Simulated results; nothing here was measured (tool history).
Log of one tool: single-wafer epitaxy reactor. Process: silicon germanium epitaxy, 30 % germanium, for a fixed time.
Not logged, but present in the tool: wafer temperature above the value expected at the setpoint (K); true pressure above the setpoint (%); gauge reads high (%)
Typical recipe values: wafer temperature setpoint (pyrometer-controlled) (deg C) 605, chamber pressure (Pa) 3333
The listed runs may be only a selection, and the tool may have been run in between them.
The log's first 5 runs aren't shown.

run    hour  wafer temperature setpoint (pyrometer-controlled) (deg C)  chamber pressure (Pa)  wafers since the last listed run  hours since the last pyrometer calibration  hours since the last manometer calibration  hours since the showerhead was replaced  hours since the gauge calibration  read-back reference wafer on the same gauge, thickness_nm  mean film thickness on the monitor wafer (nm)
  6   187.1                                                        605                   3333                               620                                       888.2                                       662.2                                   7322.7                              683.9                                                     56.405                                         71.366
  7   237.3                                                        605                   3333                              1132                                       938.4                                       712.4                                   7372.9                              734.1                                                     56.453                                         71.748
  8   284.4                                                        615                   3333                              1062                                       985.5                                       759.5                                   7420.0                              781.2                                                     56.357                                         83.581
  9   353.1                                                        615                   3333                              1549                                      1054.2                                       828.2                                   7488.7                              849.9                                                     56.374                                         83.647
 10   382.4                                                        605                   3333                               660                                      1083.5                                       857.5                                   7518.0                              879.2                                                     56.402                                         72.052
      405.8  -- pyrometer calibrated
 11   443.6                                                        605                   3333                              1199                                        37.8                                       918.7                                   7579.2                              940.4                                                     56.391                                         69.602
 12   509.9                                                        605                   3333                              1495                                       104.1                                       985.0                                   7645.5                             1006.7                                                     56.381                                         69.524
 13   536.6                                                        598                   3333                               602                                       130.8                                      1011.7                                   7672.2                             1033.4                                                     56.489                                         62.351
 14   600.7                                                        610                   3786                              1445                                       194.9                                      1075.8                                   7736.3                             1097.5                                                     56.425                                         79.275
 15   653.0                                                        618                   3333                              1179                                       247.2                                      1128.1                                   7788.6                             1149.8                                                     56.358                                         85.818
 16   697.0                                                        598                   3880                               992                                       291.2                                      1172.1                                   7832.6                             1193.8                                                     56.351                                         66.140
      721.3  -- gauge calibrated
 17   732.0                                                        595                   4106                               789                                       326.2                                      1207.1                                   7867.6                               10.7                                                     56.335                                         64.795
 18   789.9                                                        605                   3333                              1305                                       384.1                                      1265.0                                   7925.5                               68.6                                                     56.375                                         70.529
 19   816.8                                                        605                   3333                               606                                       411.0                                      1291.9                                   7952.4                               95.5                                                     56.407                                         70.753
      830.1  -- capacitance manometer re-zeroed and calibrated
 20   880.2                                                        594                   4026                              1249                                       474.4                                        50.1                                   8015.8                              158.9                                                     56.413                                         62.868
 21   922.0                                                        605                   3333                               942                                       516.2                                        91.9                                   8057.6                              200.7                                                     56.472                                         70.626
 22   972.8                                                        609                   3560                              1145                                       567.0                                       142.7                                   8108.4                              251.5                                                     56.396                                         77.207
 23  1039.3                                                        599                   3653                              1499                                       633.5                                       209.2                                   8174.9                              318.0                                                     56.400                                         66.719
     1060.8  -- showerhead replaced
 24  1130.0                                                        605                   3333                              1865                                       724.2                                       299.9                                     69.2                              408.7                                                     56.470                                         71.023
 25  1183.6                                                        599                   3333                              1208                                       777.8                                       353.5                                    122.8                              462.3                                                     56.388                                         64.874
 26  1227.6                                                        617                   2906                               992                                       821.8                                       397.5                                    166.8                              506.3                                                     56.357                                         81.824
 27  1260.1                                                        601                   2640                               732                                       854.3                                       430.0                                    199.3                              538.8                                                     56.408                                         61.793
 28  1284.9                                                        605                   3333                               559                                       879.1                                       454.8                                    224.1                              563.6                                                     56.489                                         72.253

Expected results for the next run?
 29  1332.3                                                        605                   3333                              1068                                       926.5                                       502.2                                    271.5                              611.0                                                          ?                                              ?

For run 29 the tool returned read-back reference wafer on the same gauge, thickness_nm 56.450, mean film thickness on the monitor wafer (nm) 71.391.
Had the tool carried no hidden state, the very same run would have given mean film thickness on the monitor wafer (nm) 69.423.
